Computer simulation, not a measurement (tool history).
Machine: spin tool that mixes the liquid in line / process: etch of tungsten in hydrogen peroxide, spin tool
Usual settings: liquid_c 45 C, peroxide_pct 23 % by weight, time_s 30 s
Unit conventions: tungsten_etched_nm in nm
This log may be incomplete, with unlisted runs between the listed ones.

run   hour  liquid_c  peroxide_pct  time_s  read-back film thickness of the tungsten reference wafer, read on the same gauge (nm)  tungsten_etched_nm
  1      0        45            23      30                                                                                 100.01               32.77
  2     16        45            23      30                                                                                  99.97               32.96
  3   27.3      42.5            23      30                                                                                 100.01               27.76
  4   38.9      42.5            23      30                                                                                 100.02                  28
  5     54      42.5            23      30                                                                                 100.01               27.74
      62.8  -- thermometer replaced
  6   66.1        45            23      30                                                                                 100.03               33.88
  7   72.8        45            23      30                                                                                  99.98               34.34
  8   81.3      49.5            17      40                                                                                  99.99               51.21
      83.2  -- new drum of peroxide connected
  9   95.4        45            23      30                                                                                    100               33.84
     107.6  -- gauge calibrated
 10  112.8      51.5            19      50                                                                                 100.03               77.42
 11  128.5        42          26.5      30                                                                                 100.03               29.86
     137.7  -- heated supply line repaired
 12  144.7        45            16      15                                                                                  99.98               17.25
 13  162.2      40.5            23      30                                                                                  99.99               31.09
     167.3  -- peroxide flow meter replaced
 14  176.5        45            28      15                                                                                  99.99               22.77
 15  190.3        38          25.5      50                                                                                  99.98                45.5
 16  206.1        40          26.5      30                                                                                 100.02               32.06
 17  219.8      47.5            23      15                                                                                    100               24.09
 18  227.1      37.5            30      30                                                                                  99.99               29.02
 19  238.1        54            26      30                                                                                  99.98               74.92
 20  260.4        49            23      20                                                                                  99.97               34.41
 21  271.4      40.5          29.5      15                                                                                 100.02               17.28
 22  288.8        45            23      30                                                                                 100.02               40.44
 23  299.3        45            23      45                                                                                 100.03               60.66
 24  305.4        45            23      30                                                                                  99.99               40.06
 25  316.2        42            23      35                                                                                  99.98               38.95

Results for each run, recomputed without the tool's hidden state and with each run's random variation untouched:
Hidden state present: liquid colder than its thermometer reads (K); peroxide flow below the setpoint (%); temperature lost on the way to the wafer (K); peroxide weaker than its label (%); gauge reads high (%).
run  tungsten_etched_nm
  1               42.69
  2               43.05
  3               36.49
  4               36.85
  5               36.61
  6               42.89
  7               43.51
  8               64.54
  9               43.02
 10               97.72
 11               38.33
 12               17.86
 13               32.31
 14               23.69
 15               47.52
 16               33.53
 17               25.19
 18               30.48
 19               78.45
 20                36.2
 21               18.25
 22               42.75
 23               64.26
 24               42.46
 25               41.38
